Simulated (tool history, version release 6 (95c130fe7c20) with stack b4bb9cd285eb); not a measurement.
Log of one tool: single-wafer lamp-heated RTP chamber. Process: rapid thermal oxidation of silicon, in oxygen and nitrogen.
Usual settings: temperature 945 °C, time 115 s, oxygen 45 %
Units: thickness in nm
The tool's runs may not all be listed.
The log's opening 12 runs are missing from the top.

| run | hour | temperature | time | oxygen | wafers since the last listed run | wafers since the last pyrometer calibration | hours since the oxygen flow controller was replaced | hours since the gauge calibration | read-back reference wafer on the same gauge, thickness | thickness |
|---|---|---|---|---|---|---|---|---|---|---|
| 13 | 293.3 | 945 | 115 | 45 | 280 | 376 | 45.8 | 52.7 | 4.706 | 4.267 |
| 14 | 319.5 | 945 | 115 | 33 | 257 | 633 | 72.0 | 78.9 | 4.702 | 3.886 |
| 15 | 352.6 | 945 | 115 | 45 | 324 | 958 | 105.1 | 112.0 | 4.682 | 4.265 |
| 16 | 367.2 | 974 | 59 | 68 | 143 | 1101 | 119.7 | 126.6 | 4.694 | 4.581 |
| 17 | 384.6 | 922 | 115 | 55 | 170 | 1271 | 137.1 | 144.0 | 4.688 | 3.934 |
| 18 | 405.0 | 931 | 115 | 58 | 200 | 1472 | 157.5 | 164.4 | 4.706 | 4.267 |
| 19 | 434.9 | 945 | 115 | 74 | 293 | 1765 | 187.4 | 194.3 | 4.711 | 5.131 |
| 20 | 455.8 | 928 | 64 | 45 | 205 | 1970 | 208.3 | 215.2 | 4.696 | 3.239 |
|  | 488.9 | pyrometer window cleaned and pyrometer calibrated |
| 21 | 490.3 | 953 | 86 | 62 | 259 | 13 | 242.8 | 249.7 | 4.700 | 4.421 |
| 22 | 506.8 | 945 | 115 | 45 | 161 | 175 | 259.3 | 266.2 | 4.692 | 4.232 |
| 23 | 520.4 | 945 | 115 | 45 | 133 | 309 | 272.9 | 279.8 | 4.690 | 4.255 |
| 24 | 554.6 | 970 | 115 | 65 | 335 | 644 | 307.1 | 314.0 | 4.705 | 5.792 |
| 25 | 586.7 | 945 | 115 | 45 | 314 | 959 | 339.2 | 346.1 | 4.703 | 4.305 |
| 26 | 602.0 | 945 | 115 | 45 | 150 | 1109 | 354.5 | 361.4 | 4.695 | 4.314 |
| 27 | 624.8 | 963 | 71 | 26 | 223 | 1333 | 377.3 | 384.2 | 4.695 | 3.516 |
| 28 | 654.7 | 967 | 168 | 33 | 293 | 1626 | 407.2 | 414.1 | 4.700 | 5.485 |
| 29 | 707.6 | 945 | 115 | 45 | 518 | 2145 | 460.1 | 467.0 | 4.687 | 4.475 |
|  | 727.4 | pyrometer window cleaned and pyrometer calibrated |
| 30 | 727.9 | 945 | 115 | 45 | 120 | 5 | 480.4 | 487.3 | 4.688 | 4.241 |
| 31 | 744.2 | 953 | 66 | 55 | 159 | 165 | 496.7 | 503.6 | 4.704 | 3.877 |
| 32 | 772.3 | 926 | 67 | 45 | 275 | 440 | 524.8 | 531.7 | 4.695 | 3.141 |
| 33 | 799.1 | 945 | 147 | 34 | 262 | 703 | 551.6 | 558.5 | 4.695 | 4.318 |
| 34 | 811.6 | 945 | 115 | 45 | 122 | 826 | 564.1 | 571.0 | 4.701 | 4.333 |
| 35 | 835.2 | 956 | 147 | 45 | 231 | 1057 | 587.7 | 594.6 | 4.684 | 5.132 |
| 36 | 868.7 | 945 | 115 | 45 | 328 | 1386 | 621.2 | 628.1 | 4.707 | 4.402 |
| 37 | 885.6 | 945 | 115 | 30 | 165 | 1552 | 638.1 | 645.0 | 4.702 | 3.895 |

5 options for the next run, each taken on its own from the tool as it stands now. Forecast them:
| A | 886.0 | 958 | 115 | 45 | 3 | 1556 | 638.5 | 645.4 | ? | ? |
| B | 886.0 | 915 | 77 | 62 | 3 | 1556 | 638.5 | 645.4 | ? | ? |
| C | 886.0 | 945 | 115 | 36 | 3 | 1556 | 638.5 | 645.4 | ? | ? |
| D | 886.0 | 945 | 163 | 45 | 3 | 1556 | 638.5 | 645.4 | ? | ? |
| E | 886.0 | 945 | 146 | 34 | 3 | 1556 | 638.5 | 645.4 | ? | ? |

| run | read-back reference wafer on the same gauge, thickness | thickness |
|---|---|---|
| A | 4.702 | 4.827 |
| B | 4.702 | 3.432 |
| C | 4.702 | 4.131 |
| D | 4.702 | 5.090 |
| E | 4.702 | 4.459 |
Without the tool's unlogged condition, the same runs would have read:
| run | thickness |
|---|---|
| A | 4.647 |
| B | 3.331 |
| C | 3.990 |
| D | 4.893 |
| E | 4.299 |
